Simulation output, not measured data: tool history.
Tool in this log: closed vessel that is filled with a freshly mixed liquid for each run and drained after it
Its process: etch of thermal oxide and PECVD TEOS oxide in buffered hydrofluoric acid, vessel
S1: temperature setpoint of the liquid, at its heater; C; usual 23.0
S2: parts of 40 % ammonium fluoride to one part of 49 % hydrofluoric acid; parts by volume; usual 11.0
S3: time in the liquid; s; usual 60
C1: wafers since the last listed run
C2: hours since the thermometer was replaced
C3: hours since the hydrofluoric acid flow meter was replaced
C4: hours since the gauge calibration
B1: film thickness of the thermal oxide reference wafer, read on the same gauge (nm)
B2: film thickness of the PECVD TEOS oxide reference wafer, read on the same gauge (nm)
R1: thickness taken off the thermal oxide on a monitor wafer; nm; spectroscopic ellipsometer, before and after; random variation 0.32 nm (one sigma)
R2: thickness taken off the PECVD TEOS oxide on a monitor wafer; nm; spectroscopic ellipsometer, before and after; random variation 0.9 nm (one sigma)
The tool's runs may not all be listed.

Run 1, hour 0.0: usual settings; C1 0; C2 1437.5; C3 1128.8; C4 264.0; B1 130.01; B2 140.02. Result: R1 54.45 nm, R2 99.88 nm.
Run 2, hour 6.7: usual settings; C1 492; C2 1444.2; C3 1135.5; C4 270.7; B1 130.00; B2 139.98. Result: R1 54.87 nm, R2 97.38 nm.
Run 3, hour 15.2: usual settings but S1 19.5 C; C1 625; C2 1452.7; C3 1144.0; C4 279.2; B1 130.01; B2 139.97. Result: R1 44.96 nm, R2 80.47 nm.
Run 4, hour 22.7: usual settings but S1 25.5 C, S2 7.5 parts by volume; C1 551; C2 1460.2; C3 1151.5; C4 286.7; B1 130.02; B2 139.98. Result: R1 90.42 nm, R2 159.92 nm.
Run 5, hour 34.7: usual settings; C1 882; C2 1472.2; C3 1163.5; C4 298.7; B1 129.99; B2 139.99. Result: R1 54.92 nm, R2 96.11 nm.
Run 6, hour 49.0: usual settings but S1 27.0 C, S2 6.5 parts by volume; C1 1051; C2 1486.5; C3 1177.8; C4 313.0; B1 129.96; B2 139.98. Result: R1 110.21 nm, R2 200.70 nm.
Run 7, hour 64.3: usual settings; C1 1125; C2 1501.8; C3 1193.1; C4 328.3; B1 130.00; B2 140.00. Result: R1 54.69 nm, R2 98.98 nm.
Run 8, hour 70.6: usual settings but S1 27.0 C, S2 13.5 parts by volume, S3 75 s; C1 463; C2 1508.1; C3 1199.4; C4 334.6; B1 129.99; B2 140.00. Result: R1 69.54 nm, R2 123.70 nm.
Run 9, hour 80.6: usual settings but S1 25.5 C, S2 13.0 parts by volume, S3 50 s; C1 735; C2 1518.1; C3 1209.4; C4 344.6; B1 130.02; B2 139.97. Result: R1 44.34 nm, R2 80.06 nm.
At hour 85.8: gauge calibrated.
At hour 109.5: hydrofluoric acid flow meter replaced.
Run 10, hour 127.9: usual settings; C1 3406; C2 1565.4; C3 18.4; C4 42.1; B1 130.01; B2 139.99. Result: R1 54.48 nm, R2 97.66 nm.
Run 11, hour 141.1: usual settings but S1 25.5 C, S2 8.0 parts by volume, S3 85 s; C1 971; C2 1578.6; C3 31.6; C4 55.3; B1 129.98; B2 139.99. Result: R1 116.63 nm, R2 215.71 nm.
Run 12, hour 158.4: usual settings but S1 20.5 C, S2 10.0 parts by volume, S3 45 s; C1 1272; C2 1595.9; C3 48.9; C4 72.6; B1 130.01; B2 139.96. Result: R1 39.11 nm, R2 70.28 nm.
Run 13, hour 164.6: usual settings but S1 19.5 C, S2 7.5 parts by volume, S3 45 s; C1 456; C2 1602.1; C3 55.1; C4 78.8; B1 129.98; B2 140.03. Result: R1 47.78 nm, R2 86.98 nm.
Run 14, hour 173.7: usual settings but S2 12.5 parts by volume, S3 35 s; C1 669; C2 1611.2; C3 64.2; C4 87.9; B1 130.02; B2 139.99. Result: R1 27.94 nm, R2 51.17 nm.
Run 15, hour 186.4: usual settings; C1 934; C2 1623.9; C3 76.9; C4 100.6; B1 129.97; B2 139.98. Result: R1 54.03 nm, R2 98.68 nm.
Run 16, hour 202.8: usual settings but S2 13.0 parts by volume, S3 35 s; C1 1206; C2 1640.3; C3 93.3; C4 117.0; B1 130.01; B2 140.05. Result: R1 26.87 nm, R2 48.40 nm.
Run 17, hour 219.5: usual settings; C1 1228; C2 1657.0; C3 110.0; C4 133.7; B1 130.00; B2 140.03. Result: R1 54.50 nm, R2 98.46 nm.
Run 18, hour 230.6: usual settings; C1 816; C2 1668.1; C3 121.1; C4 144.8; B1 130.00; B2 140.03. Result: R1 54.72 nm, R2 98.43 nm.
At hour 254.0: thermometer replaced.
Run 19, hour 281.8: usual settings; C1 3692; C2 27.8; C3 172.3; C4 196.0; B1 130.00; B2 140.02. Result: R1 54.36 nm, R2 98.36 nm.
Run 20, hour 296.4: usual settings but S1 25.0 C, S2 14.0 parts by volume, S3 45 s; C1 1074; C2 42.4; C3 186.9; C4 210.6; B1 130.00; B2 139.98. Result: R1 35.70 nm, R2 65.20 nm.
Run 21, hour 309.8: usual settings but S1 21.0 C; C1 985; C2 55.8; C3 200.3; C4 224.0; B1 130.02; B2 140.00. Result: R1 48.64 nm, R2 86.91 nm.
Run 22, hour 320.0: usual settings but S1 20.0 C, S2 10.0 parts by volume, S3 70 s; C1 750; C2 66.0; C3 210.5; C4 234.2; B1 130.02; B2 139.99. Result: R1 58.89 nm, R2 106.75 nm.
Run 23, hour 335.7: usual settings; C1 1154; C2 81.7; C3 226.2; C4 249.9; B1 130.01; B2 139.96. Result: R1 54.11 nm, R2 97.85 nm.
Run 24, hour 342.7: usual settings but S2 9.0 parts by volume, S3 90 s; C1 514; C2 88.7; C3 233.2; C4 256.9; B1 129.99; B2 140.02. Result: R1 95.98 nm, R2 174.52 nm.
Run 25, hour 356.8: usual settings; C1 1037; C2 102.8; C3 247.3; C4 271.0; B1 130.00; B2 140.02. Result: R1 54.11 nm, R2 97.17 nm.
Run 26, hour 366.3: usual settings but S2 9.0 parts by volume; C1 698; C2 112.3; C3 256.8; C4 280.5; B1 130.01; B2 139.95. Result: R1 64.01 nm, R2 114.28 nm.
Run 27, hour 378.1: usual settings but S3 85 s; C1 868; C2 124.1; C3 268.6; C4 292.3; B1 129.99; B2 139.99. Result: R1 76.53 nm, R2 138.96 nm.

3 options for the next run, each taken on its own from the tool as it stands now. Forecast them:
Run A, hour 378.8: usual settings; C1 51; C2 124.8; C3 269.3; C4 293.0; B1 ?; B2 ?. Result: R1 ?, R2 ?.
Run B, hour 378.8: usual settings but S3 45 s; C1 51; C2 124.8; C3 269.3; C4 293.0; B1 ?; B2 ?. Result: R1 ?, R2 ?.
Run C, hour 378.8: usual settings but S1 25.5 C, S2 8.5 parts by volume, S3 35 s; C1 51; C2 124.8; C3 269.3; C4 293.0; B1 ?; B2 ?. Result: R1 ?, R2 ?.

run      B1      B2     R1     R2
  A  130.03  140.00  54.55  98.54
  B  130.03  140.00  40.91  73.90
  C  130.03  140.00  45.48  82.15
Take away the tool's hidden state, keep each run's random variation, and the runs would have read:
run     R1     R2
  A  54.55  98.54
  B  40.91  73.90
  C  45.48  82.15
